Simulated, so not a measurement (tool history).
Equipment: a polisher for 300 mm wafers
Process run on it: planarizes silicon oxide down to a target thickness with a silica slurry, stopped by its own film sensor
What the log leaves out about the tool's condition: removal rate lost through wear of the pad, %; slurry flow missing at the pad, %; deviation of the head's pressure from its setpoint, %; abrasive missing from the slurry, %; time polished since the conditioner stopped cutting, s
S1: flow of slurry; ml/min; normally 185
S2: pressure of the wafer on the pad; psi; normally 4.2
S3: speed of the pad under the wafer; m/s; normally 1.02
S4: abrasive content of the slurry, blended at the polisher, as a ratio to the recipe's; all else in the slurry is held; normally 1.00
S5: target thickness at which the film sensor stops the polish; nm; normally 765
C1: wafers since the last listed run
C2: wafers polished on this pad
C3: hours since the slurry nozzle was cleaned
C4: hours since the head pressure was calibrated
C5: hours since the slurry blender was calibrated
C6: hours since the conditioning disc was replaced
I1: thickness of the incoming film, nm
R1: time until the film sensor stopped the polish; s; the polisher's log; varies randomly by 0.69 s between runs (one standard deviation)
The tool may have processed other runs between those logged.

run    hour   S1   S2    S3    S4   S5    C1    C2     C3      C4     C5     C6      I1     R1
  1     0.0  185  4.2  1.02  1.00  765     0   665  154.4   532.5   61.9   93.2  1030.6   73.6
  2    51.8  185  4.2  1.02  1.00  765   464  1130  206.2   584.3  113.7  145.0  1040.3   77.9
  3    97.8  185  4.2  1.02  1.00  765   412  1543  252.2   630.3  159.7  191.0  1025.4   73.4
  4   135.8  185  4.2  1.10  1.00  714   341  1884  290.2   668.3  197.7  229.0  1055.0   91.4
  5   169.0  185  4.2  1.10  1.00  714   297  2182  323.4   701.5  230.9  262.2  1035.1   89.2
      171.2  -- slurry nozzle cleaned
      175.6  -- worn pad replaced by a new one
      186.0  -- slurry blender recalibrated
  6   201.6  185  4.2  1.10  1.00  714   229   215   30.4   734.1   15.6  294.8  1053.4   86.7
      210.2  -- conditioning disc replaced and pad reconditioned
  7   230.1  185  4.2  1.02  1.00  765   237   453   58.9   762.6   44.1   19.9  1027.1   71.2
  8   269.9  185  3.6  1.02  1.00  765   357   810   98.7   802.4   83.9   59.7  1057.6   89.5
  9   335.5  185  3.6  1.02  1.00  765   588  1399  164.3   868.0  149.5  125.3  1059.1   92.1
      398.0  -- worn pad replaced by a new one
      421.2  -- slurry blender recalibrated
      515.3  -- slurry nozzle cleaned
      523.4  -- conditioning disc replaced and pad reconditioned
 10   528.9  185  4.2  1.02  1.00  743  1655  1130   13.6  1061.4  107.7    5.5  1036.0   80.8
 11   566.7  185  4.2  1.02  1.00  743   339  1469   51.4  1099.2  145.5   43.3  1037.1   81.3
      604.1  -- worn pad replaced by a new one
 12   608.4  185  4.2  1.02  0.90  678   338    38   93.1  1140.9  187.2   85.0  1054.0  113.4
 13   677.2  185  4.2  1.02  1.00  765   617   656  161.9  1209.7  256.0  153.8  1053.7   80.0
      694.8  -- slurry blender recalibrated
 14   729.1  185  4.2  0.76  1.00  765   447  1104  213.8  1261.6   34.3  205.7  1051.1  102.1
      744.1  -- head pressure recalibrated
 15   764.5  185  4.2  1.02  1.00  679   299  1403  249.2    20.4   69.7  241.1  1040.1  104.0
      777.8  -- conditioning disc replaced and pad reconditioned
 16   826.0  185  4.2  0.76  1.00  680   534  1937  310.7    81.9  131.2   48.2  1034.0  130.9
      831.0  -- slurry nozzle cleaned
      862.4  -- worn pad replaced by a new one
 17   894.4  185  3.4  1.02  0.80  765   569   287   63.4   150.3  199.6  116.6  1040.9  109.5
      924.5  -- slurry blender recalibrated
 18   943.3  185  3.0  1.20  1.20  689   420   708  112.3   199.2   18.8  165.5  1044.2   96.7
 19   983.7  185  4.2  1.02  0.75  765   362  1071  152.7   239.6   59.2  205.9  1040.9  103.2
 20  1038.2  185  5.1  1.02  1.00  765   489  1560  207.2   294.1  113.7  260.4  1040.8   67.4
     1043.6  -- conditioning disc replaced and pad reconditioned
 21  1099.9  210  5.6  0.76  1.00  849   535  2096  268.9   355.8  175.4   56.3  1026.0   51.4
     1125.9  -- worn pad replaced by a new one
 22  1137.4  165  4.2  1.02  1.00  820   300   102  306.4   393.3  212.9   93.8  1045.3   67.2
     1154.2  -- slurry nozzle cleaned
     1170.8  -- slurry blender recalibrated
 23  1199.1  185  3.0  1.20  1.20  689   526   629   44.9   455.0   28.3  155.5  1048.0   95.5

5 ways to go on from here, each from the tool as it stands after run 23. What would each give?
  A  1199.5  185  4.2  1.02  1.25  765   3  633  45.3  455.4  28.7  155.9  1043.5   ?
  B  1199.5  245  4.2  1.02  1.25  765   3  633  45.3  455.4  28.7  155.9  1043.5   ?
  C  1199.5  185  4.2  1.20  0.80  689   3  633  45.3  455.4  28.7  155.9  1043.5   ?
  D  1199.5  185  4.2  0.76  1.15  765   3  633  45.3  455.4  28.7  155.9  1043.5   ?
  E  1199.5  120  4.2  1.02  1.00  765   3  633  45.3  455.4  28.7  155.9  1043.5   ?

run     R1
  A   66.8
  B   65.0
  C  106.6
  D   88.8
  E   81.1
Take away the tool's hidden state, keep each run's random variation, and the runs would have read:
run     R1
  A   66.6
  B   64.8
  C  106.2
  D   88.5
  E   80.7
